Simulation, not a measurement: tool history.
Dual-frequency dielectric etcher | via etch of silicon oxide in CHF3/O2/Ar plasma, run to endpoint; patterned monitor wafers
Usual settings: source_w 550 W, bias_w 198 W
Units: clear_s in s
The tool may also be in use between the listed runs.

| run | hour | source_w | bias_w | incoming incoming film thickness, nm | clear_s |
|---|---|---|---|---|---|
| 1 | 0.0 | 550 | 198 | 713.2 | 340.0 |
| 2 | 9.4 | 550 | 198 | 709.5 | 337.1 |
| 3 | 19.0 | 660 | 198 | 718.2 | 320.3 |
| 4 | 34.4 | 660 | 198 | 709.1 | 316.9 |
| 5 | 41.4 | 550 | 209 | 718.5 | 332.0 |
| 6 | 53.4 | 550 | 198 | 711.0 | 337.2 |
| 7 | 67.6 | 550 | 198 | 717.6 | 343.6 |
| 8 | 80.9 | 550 | 198 | 715.7 | 339.5 |
| 9 | 96.8 | 550 | 234 | 711.5 | 306.9 |
| 10 | 109.2 | 550 | 234 | 708.7 | 305.0 |
| 11 | 125.6 | 550 | 234 | 711.4 | 306.9 |
| 12 | 138.8 | 550 | 198 | 716.5 | 338.7 |
| 13 | 153.4 | 550 | 198 | 712.0 | 335.5 |
|  | 182.9 | wet clean of the chamber |
| 14 | 183.4 | 550 | 198 | 713.3 | 347.9 |
| 15 | 184.7 | 550 | 198 | 712.3 | 345.6 |
| 16 | 193.4 | 550 | 175 | 711.4 | 372.7 |
| 17 | 203.8 | 550 | 241 | 714.0 | 311.4 |
| 18 | 216.4 | 550 | 166 | 711.7 | 383.3 |
| 19 | 231.1 | 550 | 182 | 717.2 | 364.2 |
|  | 260.8 | upper electrode replaced |
| 20 | 261.3 | 600 | 198 | 711.7 | 334.8 |
| 21 | 261.7 | 670 | 245 | 710.9 | 286.2 |
| 22 | 266.1 | 550 | 198 | 716.9 | 345.4 |
|  | 271.0 | bias power generator calibrated |
| 23 | 279.6 | 660 | 198 | 713.0 | 323.8 |
| 24 | 295.9 | 430 | 183 | 702.7 | 385.0 |
| 25 | 308.1 | 620 | 182 | 705.4 | 343.2 |
| 26 | 317.2 | 550 | 244 | 711.5 | 305.6 |
| 27 | 323.5 | 550 | 198 | 719.9 | 344.3 |
| 28 | 337.2 | 550 | 173 | 707.0 | 364.9 |
|  | 341.4 | source power generator calibrated |
| 29 | 343.6 | 550 | 198 | 711.0 | 343.2 |
| 30 | 358.4 | 550 | 237 | 714.3 | 312.2 |
| 31 | 372.9 | 590 | 163 | 709.9 | 370.5 |
| 32 | 384.9 | 500 | 212 | 712.6 | 339.7 |
| 33 | 392.9 | 600 | 241 | 710.6 | 296.8 |
| 34 | 432.7 | 610 | 155 | 718.0 | 378.7 |

Measured less the same run without the tool's hidden state. The same run-to-run variation is in both; the gauge's scatter may not be:
The hidden state here: etch rate over this chamber's usual, %; source power that arrives over what is set, %; bias power that arrives over what is set, %.
| run | clear_s |
|---|---|
| 1 | -6.6 |
| 2 | -6.9 |
| 3 | -6.9 |
| 4 | -7.2 |
| 5 | -7.8 |
| 6 | -8.3 |
| 7 | -8.8 |
| 8 | -9.2 |
| 9 | -8.8 |
| 10 | -9.1 |
| 11 | -9.6 |
| 12 | -11.0 |
| 13 | -11.4 |
| 14 | +0.7 |
| 15 | +0.6 |
| 16 | +0.3 |
| 17 | +0.0 |
| 18 | -0.5 |
| 19 | -0.9 |
| 20 | -1.7 |
| 21 | -1.5 |
| 22 | -2.0 |
| 23 | -2.2 |
| 24 | -3.2 |
| 25 | -3.3 |
| 26 | -3.2 |
| 27 | -3.8 |
| 28 | -4.5 |
| 29 | -4.5 |
| 30 | -4.4 |
| 31 | -5.8 |
| 32 | -5.7 |
| 33 | -5.2 |
| 34 | -8.0 |
